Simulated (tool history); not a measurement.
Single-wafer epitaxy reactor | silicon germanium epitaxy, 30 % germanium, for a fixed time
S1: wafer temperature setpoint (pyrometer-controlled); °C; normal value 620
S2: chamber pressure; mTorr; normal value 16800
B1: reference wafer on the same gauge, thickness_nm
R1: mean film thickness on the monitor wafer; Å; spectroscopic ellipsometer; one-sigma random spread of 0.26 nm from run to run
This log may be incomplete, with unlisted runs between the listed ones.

| run | hour | S1 | S2 | B1 | R1 |
|---|---|---|---|---|---|
| 1 | 0 | 620 | 19900 | 86.719 | 738.67 |
| 2 | 9.1 | 629 | 16800 | 86.667 | 821.51 |
| 3 | 24.3 | 629 | 16800 | 86.679 | 826.44 |
| 4 | 32.6 | 629 | 16800 | 86.763 | 826.14 |
| 5 | 49.6 | 615 | 18700 | 86.654 | 653.17 |
| 6 | 57 | 620 | 16800 | 86.655 | 685.86 |
| 7 | 64.2 | 620 | 16800 | 86.734 | 686.97 |
| 8 | 81.1 | 620 | 16800 | 86.736 | 686.4 |
| 9 | 94.5 | 620 | 16800 | 86.683 | 688.17 |
| 10 | 102.7 | 620 | 16800 | 86.694 | 683.13 |
| 11 | 111.1 | 620 | 16800 | 86.707 | 688.08 |
| 12 | 124 | 620 | 16800 | 86.728 | 687.41 |
| 13 | 132.9 | 620 | 16800 | 86.697 | 684.57 |
|  | 136.2 | gauge calibrated |
|  | 145.1 | showerhead replaced |
| 14 | 146 | 616 | 18200 | 86.728 | 659.17 |
| 15 | 158.8 | 620 | 16800 | 86.708 | 683.61 |
| 16 | 167 | 620 | 13300 | 86.727 | 617.11 |
| 17 | 184.4 | 620 | 16800 | 86.725 | 685.27 |
| 18 | 202 | 620 | 19200 | 86.649 | 727.72 |
|  | 223.7 | capacitance manometer re-zeroed and calibrated |
| 19 | 224.2 | 616 | 18200 | 86.637 | 651.61 |
| 20 | 234.2 | 607 | 15100 | 86.7 | 504.02 |
| 21 | 242.4 | 616 | 18200 | 86.696 | 654.58 |
| 22 | 252.9 | 608 | 18600 | 86.753 | 560.17 |
|  | 268.3 | pyrometer calibrated |
| 23 | 268.8 | 628 | 20000 | 86.662 | 1006.1 |
| 24 | 269.5 | 633 | 16800 | 86.703 | 1026.56 |
| 25 | 315.9 | 620 | 16800 | 86.669 | 789.68 |
| 26 | 329.8 | 616 | 16800 | 86.661 | 723.17 |
| 27 | 346.1 | 620 | 14600 | 86.659 | 737.73 |

Here are 3 independent what-if runs from the current tool condition. What would each one return?
| A | 346.5 | 620 | 20600 | ? | ? |
| B | 346.5 | 614 | 18800 | ? | ? |
| C | 346.5 | 620 | 18200 | ? | ? |

| run | B1 | R1 |
|---|---|---|
| A | 86.681 | 856.68 |
| B | 86.681 | 730.82 |
| C | 86.681 | 812.81 |
Had the tool no hidden state, the same runs would have come out as:
| run | R1 |
|---|---|
| A | 846.06 |
| B | 721.62 |
| C | 802.73 |

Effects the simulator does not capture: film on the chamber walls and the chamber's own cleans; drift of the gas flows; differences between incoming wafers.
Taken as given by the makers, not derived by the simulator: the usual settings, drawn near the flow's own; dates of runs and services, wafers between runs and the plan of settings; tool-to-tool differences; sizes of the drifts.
